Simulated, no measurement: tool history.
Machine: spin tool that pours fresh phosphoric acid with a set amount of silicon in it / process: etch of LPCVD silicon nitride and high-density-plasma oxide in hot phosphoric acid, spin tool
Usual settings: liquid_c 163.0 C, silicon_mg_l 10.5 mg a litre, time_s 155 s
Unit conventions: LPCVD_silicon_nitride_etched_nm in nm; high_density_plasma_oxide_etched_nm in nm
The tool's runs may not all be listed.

run	hour	liquid_c	silicon_mg_l	time_s	read-back film thickness of the LPCVD silicon nitride reference wafer, read on the same gauge (nm)	read-back film thickness of the high-density-plasma oxide reference wafer, read on the same gauge (nm)	LPCVD_silicon_nitride_etched_nm	high_density_plasma_oxide_etched_nm
1	0.0	161.5	10.5	220	29.96	139.994	19.57	0.610
2	82.9	161.5	10.5	220	30.00	139.981	19.58	0.571
3	158.8	163.0	10.5	225	29.95	139.974	21.17	0.630
# hour 230.2: dissolved silicon flow meter replaced
4	258.1	163.0	10.5	225	30.01	139.980	20.89	0.696
5	342.2	163.0	10.5	155	29.99	139.974	14.44	0.444
6	404.7	164.0	10.5	155	29.99	140.007	15.06	0.468
7	470.9	164.0	10.5	155	30.01	140.015	14.97	0.492
# hour 492.4: heated supply line repaired
8	537.8	163.0	13.5	240	30.01	140.013	22.42	0.595
9	579.6	163.0	7.0	235	30.00	140.046	22.09	0.726
10	661.1	166.0	14.0	85	30.01	139.980	8.76	0.294
11	738.4	160.5	12.5	60	30.02	140.012	5.16	0.141
12	810.4	161.0	10.5	90	30.00	139.996	7.87	0.219
# hour 882.9: thermometer replaced
13	900.6	160.5	3.5	130	30.02	139.980	11.25	0.381
14	957.6	163.0	10.5	155	30.02	139.992	14.51	0.443
15	1062.0	162.0	15.5	110	30.01	140.018	9.93	0.262
# hour 1287.4: gauge calibrated
16	1307.7	164.0	4.5	235	30.00	139.987	22.60	0.831
17	1358.2	162.0	13.0	100	29.99	140.009	8.98	0.241
18	1435.8	163.0	10.5	155	29.98	139.977	14.53	0.419
19	1533.8	163.0	10.5	155	30.03	139.978	14.50	0.459
20	1624.7	165.0	14.0	235	29.98	139.981	23.52	0.768
21	1709.6	163.0	5.0	180	30.00	139.991	16.83	0.565

Predict the results of run 22:
22	1789.5	161.5	10.5	155	?	?	?	?

{"run 22": {"read-back film thickness of the LPCVD silicon nitride reference wafer, read on the same gauge (nm)": 30.03, "read-back film thickness of the high-density-plasma oxide reference wafer, read on the same gauge (nm)": 140.029, "LPCVD_silicon_nitride_etched_nm": 13.77, "high_density_plasma_oxide_etched_nm": 0.41}}
Had the tool carried no hidden state, the very same run would have given LPCVD_silicon_nitride_etched_nm 13.77 nm, high_density_plasma_oxide_etched_nm 0.410 nm.
